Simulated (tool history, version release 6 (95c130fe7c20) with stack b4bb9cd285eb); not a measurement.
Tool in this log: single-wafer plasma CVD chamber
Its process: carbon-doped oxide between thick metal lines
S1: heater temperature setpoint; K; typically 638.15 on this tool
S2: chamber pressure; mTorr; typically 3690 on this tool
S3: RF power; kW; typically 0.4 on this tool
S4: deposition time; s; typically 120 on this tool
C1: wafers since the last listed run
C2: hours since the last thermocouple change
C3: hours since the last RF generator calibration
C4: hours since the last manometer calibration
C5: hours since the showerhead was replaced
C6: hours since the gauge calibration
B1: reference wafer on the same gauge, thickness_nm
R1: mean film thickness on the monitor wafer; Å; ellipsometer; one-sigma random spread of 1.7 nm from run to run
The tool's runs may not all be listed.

run   hour      S1    S2     S3   S4   C1      C2      C3      C4      C5     C6       B1       R1
  1      0  638.15  3690    0.4  120    0  2499.7   940.9  1741.5  7953.8   60.3  502.571  4675.38
  2   16.5  638.15  3690    0.4  120  191  2516.2   957.4    1758  7970.3   76.8  502.799  4631.89
  3   32.5  638.15  3690    0.4  120  185  2532.2   973.4    1774  7986.3   92.8  502.998  4638.36
  4   49.6  630.15  3690    0.4  120  198  2549.3   990.5  1791.1  8003.4  109.9  502.625  4744.67
  5     63  630.15  3690    0.4  120  155  2562.7  1003.9  1804.5  8016.8  123.3  502.909  4737.42
  6   71.3  630.15  3690    0.4  120   96    2571  1012.2  1812.8  8025.1  131.6   503.04  4741.56
  7     87  638.15  3690    0.4  120  181  2586.7  1027.9  1828.5  8040.8  147.3  502.945  4601.22
  8   96.8  638.15  3690    0.4  120  113  2596.5  1037.7  1838.3  8050.6  157.1   502.99  4604.09
  9  106.5  638.15  3690    0.4  120  112  2606.2  1047.4    1848  8060.3  166.8   503.09  4610.69
     130.9  -- RF generator calibrated
 10  131.4  638.15  3690    0.4  120  195  2631.1     0.5  1872.9  8085.2  191.7  503.109  4882.24
 11  133.4  638.15  3690    0.4  120   23  2633.1     2.5  1874.9  8087.2  193.7  503.022  4879.45
     147.7  -- capacitance manometer re-zeroed and calibrated
     150.2  -- showerhead replaced
 12  150.8  638.15  3690    0.4  109   80  2650.5    19.9     3.1     0.6  211.1  503.172  4446.79
 13  162.3  638.15  3690    0.4  120  133    2662    31.4    14.6    12.1  222.6  502.689  4878.44
 14  174.6  638.15  4000  0.345  120  142  2674.3    43.7    26.9    24.4  234.9  503.187  4354.19
     195.4  -- thermocouple changed; heater temperature recalibrated
 15  195.9  628.15  3690    0.4  120  154     0.5      65    48.2    45.7  256.2  502.905  4985.63
 16  201.3  631.15  4280    0.4  120   62     5.9    70.4    53.6    51.1  261.6  502.841  5114.45
 17  215.4  625.15  3690  0.435  108  163      20    84.5    67.7    65.2  275.7  503.371  4875.49
 18  223.6  631.15  4280    0.4  120   95    28.2    92.7    75.9    73.4  283.9  502.571  5120.85
 19  238.1  629.15  3690    0.4  120  168    42.7   107.2    90.4    87.9  298.4  502.976   4968.7
 20  249.5  638.15  3690    0.4   97  132    54.1   118.6   101.8    99.3  309.8  503.124   3943.1
     250.4  -- gauge calibrated
 21  258.1  623.15  4600   0.43  120   99    62.7   127.2   110.4   107.9    7.7  503.236  5656.01
 22  273.6  638.15  3690  0.335  138  179    78.2   142.7   125.9   123.4   23.2  502.955  4788.57
 23  285.3  644.15  4080  0.335  120  135    89.9   154.4   137.6   135.1   34.9  502.921  4200.12
 24  296.1  638.15  3370   0.43  120  125   100.7   165.2   148.4   145.9   45.7  503.092  5062.46
 25  305.6  645.15  3690  0.455  120  110   110.2   174.7   157.9   155.4   55.2  503.118  5306.89
 26  320.3  648.15  3690    0.4  120  170   124.9   189.4   172.6   170.1   69.9  503.349  4704.62
 27  326.4  638.15  3690    0.4  120   70     131   195.5   178.7   176.2     76  503.113   4832.7

What the log doesn't show, run by run:
wafer temperature above the value expected at the setpoint (K): 0 on each run
true pressure above the setpoint (%): 0 on each run
gauge reads high (%): 0 on each run
H1: delivered RF power above the setpoint (%)
run     H1
  1  -6.66
  2  -6.76
  3  -6.85
  4  -6.96
  5  -7.04
  6  -7.09
  7  -7.19
  8  -7.25
  9   -7.3
 10  -1.11
 11  -1.12
 12  -1.23
 13   -1.3
 14  -1.37
 15   -1.5
 16  -1.53
 17  -1.62
 18  -1.67
 19  -1.76
 20  -1.83
 21  -1.88
 22  -1.97
 23  -2.05
 24  -2.11
 25  -2.17
 26  -2.26
 27   -2.3

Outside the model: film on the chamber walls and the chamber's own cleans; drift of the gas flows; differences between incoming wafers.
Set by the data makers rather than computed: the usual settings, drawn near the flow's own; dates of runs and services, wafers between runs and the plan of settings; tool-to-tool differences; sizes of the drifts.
